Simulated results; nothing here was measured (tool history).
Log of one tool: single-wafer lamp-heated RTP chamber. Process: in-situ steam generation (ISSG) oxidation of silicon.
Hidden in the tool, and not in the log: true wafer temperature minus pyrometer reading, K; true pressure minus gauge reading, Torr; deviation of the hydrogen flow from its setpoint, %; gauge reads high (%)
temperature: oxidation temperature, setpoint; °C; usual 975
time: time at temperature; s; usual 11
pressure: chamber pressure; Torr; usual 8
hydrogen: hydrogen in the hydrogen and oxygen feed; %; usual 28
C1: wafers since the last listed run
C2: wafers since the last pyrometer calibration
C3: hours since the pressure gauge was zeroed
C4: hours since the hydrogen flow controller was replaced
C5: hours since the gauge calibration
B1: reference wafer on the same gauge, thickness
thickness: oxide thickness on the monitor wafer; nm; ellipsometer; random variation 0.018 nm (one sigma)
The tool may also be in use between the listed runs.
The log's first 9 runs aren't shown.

{"run": 10, "day": 3.946, "temperature": 975, "time": 11, "pressure": 8, "hydrogen": 28, "C1": 144, "C2": 4238, "C3": 5123.4, "C4": 2729, "C5": 382.3, "B1": 4.688, "thickness": 4.137}
{"run": 11, "day": 4.242, "temperature": 975, "time": 11, "pressure": 8, "hydrogen": 28, "C1": 106, "C2": 4344, "C3": 5130.5, "C4": 2736.1, "C5": 389.4, "B1": 4.691, "thickness": 4.149}
{"run": 12, "day": 4.879, "temperature": 975, "time": 11, "pressure": 8, "hydrogen": 28, "C1": 230, "C2": 4575, "C3": 5145.8, "C4": 2751.4, "C5": 404.7, "B1": 4.697, "thickness": 4.156}
{"run": 13, "day": 5.258, "temperature": 975, "time": 14, "pressure": 8, "hydrogen": 22, "C1": 136, "C2": 4711, "C3": 5154.9, "C4": 2760.5, "C5": 413.8, "B1": 4.7, "thickness": 4.266}
{"run": 14, "day": 5.717, "temperature": 982, "time": 15, "pressure": 6.9, "hydrogen": 28, "C1": 165, "C2": 4877, "C3": 5165.9, "C4": 2771.5, "C5": 424.8, "B1": 4.688, "thickness": 4.774}
{"day": 5.9, "done": "gauge calibrated"}
{"run": 15, "day": 6.362, "temperature": 989, "time": 15, "pressure": 8.7, "hydrogen": 28, "C1": 233, "C2": 5110, "C3": 5181.4, "C4": 2787, "C5": 11.1, "B1": 4.688, "thickness": 4.829}
{"run": 16, "day": 6.762, "temperature": 975, "time": 11, "pressure": 8, "hydrogen": 28, "C1": 144, "C2": 5254, "C3": 5191, "C4": 2796.6, "C5": 20.7, "B1": 4.698, "thickness": 4.138}
{"run": 17, "day": 7.3, "temperature": 975, "time": 14, "pressure": 8.6, "hydrogen": 28, "C1": 193, "C2": 5448, "C3": 5203.9, "C4": 2809.5, "C5": 33.6, "B1": 4.692, "thickness": 4.534}
{"run": 18, "day": 7.975, "temperature": 975, "time": 8, "pressure": 8, "hydrogen": 21, "C1": 243, "C2": 5692, "C3": 5220.1, "C4": 2825.7, "C5": 49.8, "B1": 4.682, "thickness": 3.391}
{"run": 19, "day": 8.588, "temperature": 975, "time": 11, "pressure": 8, "hydrogen": 28, "C1": 221, "C2": 5913, "C3": 5234.8, "C4": 2840.4, "C5": 64.5, "B1": 4.691, "thickness": 4.116}
{"run": 20, "day": 9.079, "temperature": 965, "time": 11, "pressure": 8.7, "hydrogen": 32, "C1": 177, "C2": 6090, "C3": 5246.6, "C4": 2852.2, "C5": 76.3, "B1": 4.687, "thickness": 4.169}
{"run": 21, "day": 9.333, "temperature": 963, "time": 13, "pressure": 8, "hydrogen": 32, "C1": 91, "C2": 6182, "C3": 5252.7, "C4": 2858.3, "C5": 82.4, "B1": 4.693, "thickness": 4.46}
{"day": 10.071, "done": "pressure gauge zeroed"}
{"day": 10.096, "done": "pyrometer window cleaned and pyrometer calibrated"}
{"run": 22, "day": 10.117, "temperature": 956, "time": 9, "pressure": 6.9, "hydrogen": 25, "C1": 154, "C2": 8, "C3": 1.1, "C4": 2877.1, "C5": 101.2, "B1": 4.694, "thickness": 3.56}
{"day": 10.667, "done": "hydrogen flow controller replaced"}
{"run": 23, "day": 10.688, "temperature": 982, "time": 11, "pressure": 8, "hydrogen": 28, "C1": 85, "C2": 93, "C3": 14.8, "C4": 0.5, "C5": 114.9, "B1": 4.702, "thickness": 4.236}
{"run": 24, "day": 10.967, "temperature": 987, "time": 11, "pressure": 9.1, "hydrogen": 28, "C1": 100, "C2": 194, "C3": 21.5, "C4": 7.2, "C5": 121.6, "B1": 4.682, "thickness": 4.197}
{"run": 25, "day": 11.592, "temperature": 975, "time": 11, "pressure": 8, "hydrogen": 28, "C1": 225, "C2": 420, "C3": 36.5, "C4": 22.2, "C5": 136.6, "B1": 4.689, "thickness": 4.13}
{"run": 26, "day": 12.046, "temperature": 975, "time": 11, "pressure": 6.9, "hydrogen": 28, "C1": 163, "C2": 584, "C3": 47.4, "C4": 33.1, "C5": 147.5, "B1": 4.693, "thickness": 4.152}
{"run": 27, "day": 12.454, "temperature": 967, "time": 11, "pressure": 8, "hydrogen": 19, "C1": 147, "C2": 731, "C3": 57.2, "C4": 42.9, "C5": 157.3, "B1": 4.691, "thickness": 3.647}
{"run": 28, "day": 13.021, "temperature": 975, "time": 11, "pressure": 8, "hydrogen": 28, "C1": 204, "C2": 935, "C3": 70.8, "C4": 56.5, "C5": 170.9, "B1": 4.691, "thickness": 4.151}
{"run": 29, "day": 14.408, "temperature": 962, "time": 11, "pressure": 8.6, "hydrogen": 28, "C1": 500, "C2": 1436, "C3": 104.1, "C4": 89.8, "C5": 204.2, "B1": 4.683, "thickness": 3.998}
{"run": 30, "day": 14.962, "temperature": 975, "time": 14, "pressure": 8, "hydrogen": 20, "C1": 200, "C2": 1636, "C3": 117.4, "C4": 103.1, "C5": 217.5, "B1": 4.682, "thickness": 4.199}

5 ways to go on from here, each from the tool as it stands after run 30. What would each give?
{"run": "A", "day": 14.979, "temperature": 975, "time": 11, "pressure": 8, "hydrogen": 28, "C1": 6, "C2": 1642, "C3": 117.8, "C4": 103.5, "C5": 217.9, "B1": "?", "thickness": "?"}
{"run": "B", "day": 14.979, "temperature": 986, "time": 13, "pressure": 8.4, "hydrogen": 32, "C1": 6, "C2": 1642, "C3": 117.8, "C4": 103.5, "C5": 217.9, "B1": "?", "thickness": "?"}
{"run": "C", "day": 14.979, "temperature": 975, "time": 11, "pressure": 8, "hydrogen": 31, "C1": 6, "C2": 1642, "C3": 117.8, "C4": 103.5, "C5": 217.9, "B1": "?", "thickness": "?"}
{"run": "D", "day": 14.979, "temperature": 975, "time": 15, "pressure": 8, "hydrogen": 28, "C1": 6, "C2": 1642, "C3": 117.8, "C4": 103.5, "C5": 217.9, "B1": "?", "thickness": "?"}
{"run": "E", "day": 14.979, "temperature": 965, "time": 11, "pressure": 8, "hydrogen": 25, "C1": 6, "C2": 1642, "C3": 117.8, "C4": 103.5, "C5": 217.9, "B1": "?", "thickness": "?"}

run=A B1=4.684 thickness=4.184
run=B B1=4.684 thickness=4.772
run=C B1=4.684 thickness=4.308
run=D B1=4.684 thickness=4.723
run=E B1=4.684 thickness=3.948
Without the tool's hidden state the same runs would have given:
run=A thickness=4.184
run=B thickness=4.772
run=C thickness=4.308
run=D thickness=4.723
run=E thickness=3.948
